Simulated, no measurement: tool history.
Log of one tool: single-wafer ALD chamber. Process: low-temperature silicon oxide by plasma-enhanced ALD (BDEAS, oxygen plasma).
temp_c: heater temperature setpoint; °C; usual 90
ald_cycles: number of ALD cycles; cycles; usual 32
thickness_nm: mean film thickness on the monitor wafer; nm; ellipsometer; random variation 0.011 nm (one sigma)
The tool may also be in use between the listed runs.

run    hour  temp_c  ald_cycles  read-back reference wafer on the same gauge, thickness_nm  thickness_nm
  1     0.0      90          32                                                      3.959         4.592
  2    61.0      79          32                                                      3.960         4.810
  3   116.0      93          32                                                      3.959         4.588
  4   174.5      93          32                                                      3.961         4.571
  5   228.1      90          32                                                      3.960         4.623
  6   276.1      90          32                                                      3.961         4.655
  7   322.4      90          32                                                      3.959         4.650
  8   391.6      84          32                                                      3.960         4.751
  9   495.9      90          32                                                      3.958         4.677
 10   534.6      90          32                                                      3.961         4.662
 11   607.6      90          32                                                      3.960         4.663
      654.8  -- thermocouple changed; heater temperature recalibrated
 12   665.6      90          32                                                      3.960         4.594
 13   765.0      90          32                                                      3.960         4.572
 14   807.3      90          32                                                      3.961         4.579
 15   892.8      90          32                                                      3.961         4.573
 16   990.3      90          32                                                      3.960         4.603
 17  1062.2      83          32                                                      3.958         4.726
 18  1146.3      83          32                                                      3.959         4.702
 19  1229.4      90          32                                                      3.960         4.603
 20  1280.7      90          32                                                      3.959         4.605
 21  1417.9      90          30                                                      3.959         4.344
 22  1467.6      90          32                                                      3.958         4.631
 23  1521.2      90          32                                                      3.960         4.629
 24  1610.0     103          37                                                      3.960         5.137
     1624.0  -- gauge calibrated
     1647.4  -- thermocouple changed; heater temperature recalibrated
 25  1667.1      77          32                                                      3.962         4.799
 26  1717.0      90          32                                                      3.961         4.597
 27  1812.3      93          32                                                      3.960         4.545
 28  1904.2     101          27                                                      3.959         3.715
 29  1985.4      76          36                                                      3.962         5.407
 30  2132.7      95          27                                                      3.960         3.816
 31  2194.2     102          38                                                      3.961         5.250
 32  2253.5      85          34                                                      3.959         4.984
 33  2455.1      83          27                                                      3.962         4.004
 34  2499.5      86          32                                                      3.961         4.721
 35  2556.0     105          29                                                      3.959         4.006
     2609.2  -- thermocouple changed; heater temperature recalibrated
 36  2620.7      80          27                                                      3.959         3.995
 37  2707.9      96          37                                                      3.960         5.200
 38  2809.7      90          32                                                      3.959         4.587
 39  2912.2      97          28                                                      3.959         3.929
 40  2998.4      90          32                                                      3.961         4.603
 41  3099.7     105          32                                                      3.962         4.419
 42  3177.7      78          38                                                      3.961         5.680
 43  3218.2      77          30                                                      3.961         4.508
 44  3315.2      80          29                                                      3.959         4.327
 45  3377.9      90          32                                                      3.958         4.640
 46  3443.0      98          32                                                      3.958         4.498

Forecast each of these 3 alternatives for the next run:
  A  3443.5      90          32                                                          ?             ?
  B  3443.5      78          27                                                          ?             ?
  C  3443.5     103          32                                                          ?             ?

run  read-back reference wafer on the same gauge, thickness_nm  thickness_nm
  A                                                      3.962         4.641
  B                                                      3.962         4.077
  C                                                      3.962         4.436
Without the tool's hidden state the same runs would have given:
run  thickness_nm
  A         4.599
  B         4.042
  C         4.415
